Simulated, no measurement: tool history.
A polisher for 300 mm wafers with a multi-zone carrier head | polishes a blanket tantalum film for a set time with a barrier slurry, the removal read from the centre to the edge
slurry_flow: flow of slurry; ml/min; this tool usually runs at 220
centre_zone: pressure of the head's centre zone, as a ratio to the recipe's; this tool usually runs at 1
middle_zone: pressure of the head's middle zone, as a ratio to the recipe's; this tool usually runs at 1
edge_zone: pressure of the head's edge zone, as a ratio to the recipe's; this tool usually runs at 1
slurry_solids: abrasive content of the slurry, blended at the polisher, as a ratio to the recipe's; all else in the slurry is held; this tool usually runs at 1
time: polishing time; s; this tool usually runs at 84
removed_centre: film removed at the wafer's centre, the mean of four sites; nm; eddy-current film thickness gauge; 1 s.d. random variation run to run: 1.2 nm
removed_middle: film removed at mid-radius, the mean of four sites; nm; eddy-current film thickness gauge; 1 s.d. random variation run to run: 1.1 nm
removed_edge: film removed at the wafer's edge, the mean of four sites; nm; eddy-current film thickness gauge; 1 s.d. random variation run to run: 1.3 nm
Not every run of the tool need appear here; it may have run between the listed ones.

| run | hour | slurry_flow | centre_zone | middle_zone | edge_zone | slurry_solids | time | wafers since the last listed run | wafers polished on this pad | hours since the slurry nozzle was cleaned | hours since the centre zone pressure was calibrated | hours since the edge zone pressure was calibrated | hours since the carrier head's membrane was replaced | incoming thickness of the incoming film, nm | removed_centre | removed_middle | removed_edge |
|---|---|---|---|---|---|---|---|---|---|---|---|---|---|---|---|---|---|
| 1 | 0 | 220 | 1 | 1 | 1 | 1 | 84 | 0 | 1772 | 503.9 | 66 | 717.1 | 1134.3 | 340.4 | 96.9 | 96.1 | 94.3 |
| 2 | 28 | 220 | 1 | 1 | 1 | 1 | 84 | 375 | 2148 | 531.9 | 94 | 745.1 | 1162.3 | 339 | 101.6 | 96.1 | 93.9 |
|  | 40.9 | worn pad replaced by a new one |
| 3 | 61.3 | 220 | 1.06 | 1 | 1 | 1 | 84 | 392 | 273 | 565.2 | 127.3 | 778.4 | 1195.6 | 342.2 | 104.8 | 94.1 | 93.3 |
| 4 | 91.8 | 220 | 1 | 1 | 1 | 0.9 | 84 | 408 | 682 | 595.7 | 157.8 | 808.9 | 1226.1 | 342.8 | 98.3 | 92.2 | 91 |
| 5 | 112.1 | 220 | 1 | 1 | 1 | 1 | 84 | 272 | 954 | 616 | 178.1 | 829.2 | 1246.4 | 338 | 100.6 | 93.7 | 93.2 |
| 6 | 142.8 | 220 | 0.91 | 1 | 1 | 1 | 84 | 411 | 1366 | 646.7 | 208.8 | 859.9 | 1277.1 | 334.4 | 93.9 | 93 | 91.7 |
| 7 | 176.6 | 220 | 1 | 1 | 1 | 1 | 84 | 453 | 1819 | 680.5 | 242.6 | 893.7 | 1310.9 | 340.2 | 103.1 | 94.9 | 94.4 |
|  | 188.6 | slurry nozzle cleaned |
| 8 | 188.9 | 220 | 1 | 1 | 1 | 1 | 84 | 151 | 1971 | 0.3 | 254.9 | 906 | 1323.2 | 339.4 | 104.1 | 95.4 | 94.5 |
|  | 222.7 | edge zone pressure recalibrated |
|  | 235.6 | worn pad replaced by a new one |
|  | 284.3 | carrier head's membrane replaced by a new one |
| 9 | 284.8 | 220 | 0.94 | 1 | 1 | 1 | 84 | 1138 | 593 | 96.2 | 350.8 | 62.1 | 0.5 | 342 | 101 | 93.1 | 93 |
| 10 | 303 | 220 | 1 | 1.08 | 1.05 | 1 | 84 | 244 | 837 | 114.4 | 369 | 80.3 | 18.7 | 337.6 | 107.9 | 100.5 | 94.4 |
| 11 | 330.4 | 220 | 1 | 1.04 | 1.12 | 0.8 | 73 | 367 | 1204 | 141.8 | 396.4 | 107.7 | 46.1 | 341 | 84.7 | 77.4 | 76.8 |
|  | 357.4 | centre zone pressure recalibrated |
| 12 | 359.1 | 220 | 1 | 1 | 0.88 | 0.7 | 84 | 358 | 1562 | 170.5 | 1.7 | 136.4 | 74.8 | 342.4 | 81.3 | 80.6 | 72.4 |
| 13 | 371.2 | 220 | 1.12 | 1 | 1 | 1 | 84 | 162 | 1724 | 182.6 | 13.8 | 148.5 | 86.9 | 339.2 | 109.6 | 94 | 95 |
|  | 400.6 | worn pad replaced by a new one |
| 14 | 401.1 | 220 | 1 | 1 | 1 | 1.15 | 84 | 347 | 7 | 212.5 | 43.7 | 178.4 | 116.8 | 337.6 | 102.7 | 97 | 94.6 |
| 15 | 420.3 | 220 | 1 | 0.94 | 1 | 1 | 84 | 257 | 264 | 231.7 | 62.9 | 197.6 | 136 | 335.2 | 95.3 | 91.2 | 94.1 |
| 16 | 451.6 | 220 | 1 | 1 | 1 | 1 | 84 | 419 | 684 | 263 | 94.2 | 228.9 | 167.3 | 341.3 | 100.2 | 94.8 | 94.6 |
| 17 | 467.3 | 220 | 1 | 0.9 | 1 | 0.8 | 84 | 210 | 894 | 278.7 | 109.9 | 244.6 | 183 | 338.8 | 89.6 | 78.2 | 84.6 |
| 18 | 486 | 220 | 1.04 | 1.04 | 1.11 | 1.2 | 84 | 250 | 1145 | 297.4 | 128.6 | 263.3 | 201.7 | 333.4 | 111 | 103.5 | 105.8 |
| 19 | 502.5 | 220 | 1.12 | 1 | 1 | 1 | 106 | 221 | 1366 | 313.9 | 145.1 | 279.8 | 218.2 | 341.1 | 140.3 | 119.5 | 122 |
| 20 | 559.3 | 220 | 1 | 0.96 | 1 | 0.8 | 100 | 761 | 2128 | 370.7 | 201.9 | 336.6 | 275 | 339 | 110.1 | 98.2 | 98.9 |
| 21 | 572.7 | 220 | 1 | 1 | 1.07 | 1 | 84 | 179 | 2308 | 384.1 | 215.3 | 350 | 288.4 | 340.3 | 104.4 | 94.6 | 96.1 |
| 22 | 601.7 | 220 | 1.07 | 1 | 1 | 1 | 74 | 388 | 2696 | 413.1 | 244.3 | 379 | 317.4 | 346.8 | 97.3 | 83.6 | 80.9 |

Predict each of these 4 candidate next runs independently; none follows another, all start after run 22:
| A | 602.1 | 220 | 0.89 | 1 | 1 | 1 | 84 | 5 | 2702 | 413.5 | 244.7 | 379.4 | 317.8 | 338.8 | ? | ? | ? |
| B | 602.1 | 220 | 0.97 | 0.95 | 1 | 1 | 84 | 5 | 2702 | 413.5 | 244.7 | 379.4 | 317.8 | 338.8 | ? | ? | ? |
| C | 602.1 | 220 | 1 | 1.06 | 1 | 1 | 84 | 5 | 2702 | 413.5 | 244.7 | 379.4 | 317.8 | 338.8 | ? | ? | ? |
| D | 602.1 | 220 | 1 | 0.92 | 1.09 | 1 | 84 | 5 | 2702 | 413.5 | 244.7 | 379.4 | 317.8 | 338.8 | ? | ? | ? |

| run | removed_centre | removed_middle | removed_edge |
|---|---|---|---|
| A | 91 | 95.4 | 94.2 |
| B | 99.2 | 91.4 | 94.3 |
| C | 102.3 | 100.2 | 94.2 |
| D | 102.2 | 88.9 | 98.4 |
Without the tool's unlogged condition, the same runs would have read:
| run | removed_centre | removed_middle | removed_edge |
|---|---|---|---|
| A | 84.8 | 95.5 | 94.2 |
| B | 92.5 | 91.4 | 94.3 |
| C | 95.4 | 100.2 | 94.2 |
| D | 95.3 | 88.9 | 98.4 |

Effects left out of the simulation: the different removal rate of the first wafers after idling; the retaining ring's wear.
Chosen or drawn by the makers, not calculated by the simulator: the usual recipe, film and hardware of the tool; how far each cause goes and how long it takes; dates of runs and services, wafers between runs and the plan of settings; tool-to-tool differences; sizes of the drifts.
